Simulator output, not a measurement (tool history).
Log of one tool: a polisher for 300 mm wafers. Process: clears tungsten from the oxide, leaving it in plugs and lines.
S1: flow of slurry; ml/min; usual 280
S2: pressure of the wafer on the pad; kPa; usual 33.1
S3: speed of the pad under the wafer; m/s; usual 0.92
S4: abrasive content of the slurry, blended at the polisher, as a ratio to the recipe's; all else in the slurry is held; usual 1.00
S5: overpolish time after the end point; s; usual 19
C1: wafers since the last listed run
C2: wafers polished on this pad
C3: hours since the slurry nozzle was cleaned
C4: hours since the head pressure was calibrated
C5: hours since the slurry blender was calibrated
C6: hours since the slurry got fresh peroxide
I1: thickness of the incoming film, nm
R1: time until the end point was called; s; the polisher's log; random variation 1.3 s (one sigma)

run     day   S1    S2    S3    S4  S5   C1    C2     C3     C4     C5     C6     I1     R1
  1   0.000  280  33.1  0.92  1.00  19    0   985    4.9  491.2  130.8  184.6  498.4   81.1
      2.588  -- head pressure recalibrated
  2   2.650  280  33.1  0.92  1.00  19  446  1431   68.5    1.5  194.4  248.2  503.4   84.3
  3   5.429  280  33.1  0.92  1.00  19  483  1915  135.2   68.2  261.1  314.9  496.2   83.9
  4   7.038  280  33.1  0.92  1.00  19  279  2195  173.8  106.8  299.7  353.5  499.0   84.9
      9.300  -- slurry tank refilled with fresh slurry and peroxide
  5   9.492  280  33.1  0.92  1.00  19  419  2615  232.7  165.7  358.6    4.6  498.6   83.7
     10.508  -- worn pad replaced by a new one
     10.579  -- slurry blender recalibrated
  6  11.142  280  33.1  0.92  1.00  19  246    97  272.3  205.3   13.5   44.2  494.2   85.9
  7  12.292  280  33.1  0.92  1.00  19  200   298  299.9  232.9   41.1   71.8  493.8   84.6
  8  14.208  280  33.1  0.92  1.00  19  333   631  345.9  278.9   87.1  117.8  503.5   86.3
  9  16.646  340  33.1  1.14  0.85  16  424  1056  404.4  337.4  145.6  176.3  498.2   69.9
     19.333  -- slurry nozzle cleaned
 10  19.575  235  33.1  0.92  1.00  19  502  1558    5.8  407.7  215.9  246.6  495.8   84.1
 11  20.604  320  33.1  0.76  0.90  11  179  1737   30.5  432.4  240.6  271.3  491.4   95.1
 12  22.983  280  36.5  1.22  1.00  19  414  2152   87.6  489.5  297.7  328.4  497.6   55.0
     24.888  -- slurry tank refilled with fresh slurry and peroxide
 13  25.833  280  33.1  1.06  1.00  19  488  2640  156.0  557.9  366.1   22.7  494.0   69.8
 14  28.000  280  33.1  0.92  1.00  19  377  3018  208.0  609.9  418.1   74.7  493.7   81.4
     28.217  -- slurry blender recalibrated
     28.562  -- worn pad replaced by a new one
 15  30.629  280  33.1  0.92  1.00  14  414   359  271.1  673.0   57.9  137.8  495.4   81.0
     31.392  -- head pressure recalibrated
 16  32.079  280  33.1  0.80  0.90  19  237   597  305.9   16.5   92.7  172.6  497.0   97.3
 17  33.125  225  33.1  0.92  0.80  12  182   779  331.0   41.6  117.8  197.7  500.2   89.9
 18  34.783  280  33.1  0.92  1.00  19  288  1068  370.8   81.4  157.6  237.5  502.3   85.3
 19  39.512  280  33.1  0.92  1.00  19  823  1891  484.3  194.9  271.1  351.0  503.0   88.2
     40.558  -- slurry nozzle cleaned
     42.012  -- slurry tank refilled with fresh slurry and peroxide
 20  42.033  280  33.1  0.92  1.00  19  424  2315   35.4  255.4  331.6    0.5  496.4   83.1
     43.433  -- slurry blender recalibrated
 21  45.029  280  33.1  0.92  1.00  26  507  2822  107.3  327.3   38.3   72.4  495.3   81.5
 22  47.546  235  33.1  0.68  0.80   9  438  3260  167.7  387.7   98.7  132.8  501.1  121.8
     48.600  -- worn pad replaced by a new one
 23  49.383  280  33.1  0.92  1.00  19  290   136  211.8  431.8  142.8  176.9  502.2   82.8
 24  50.988  255  33.1  0.92  1.00  11  279   415  250.3  470.3  181.3  215.4  498.9   82.8
 25  54.658  380  23.4  0.60  1.00  19  639  1054  338.4  558.4  269.4  303.5  500.1  172.9

The next listed run, before its measurement:
 26  56.938  280  33.1  1.02  1.00  10  396  1451  393.1  613.1  324.1  358.2  498.1   ?

R1: 77.5 s
Without the tool's hidden state the same run would have given R1 74.5 s.
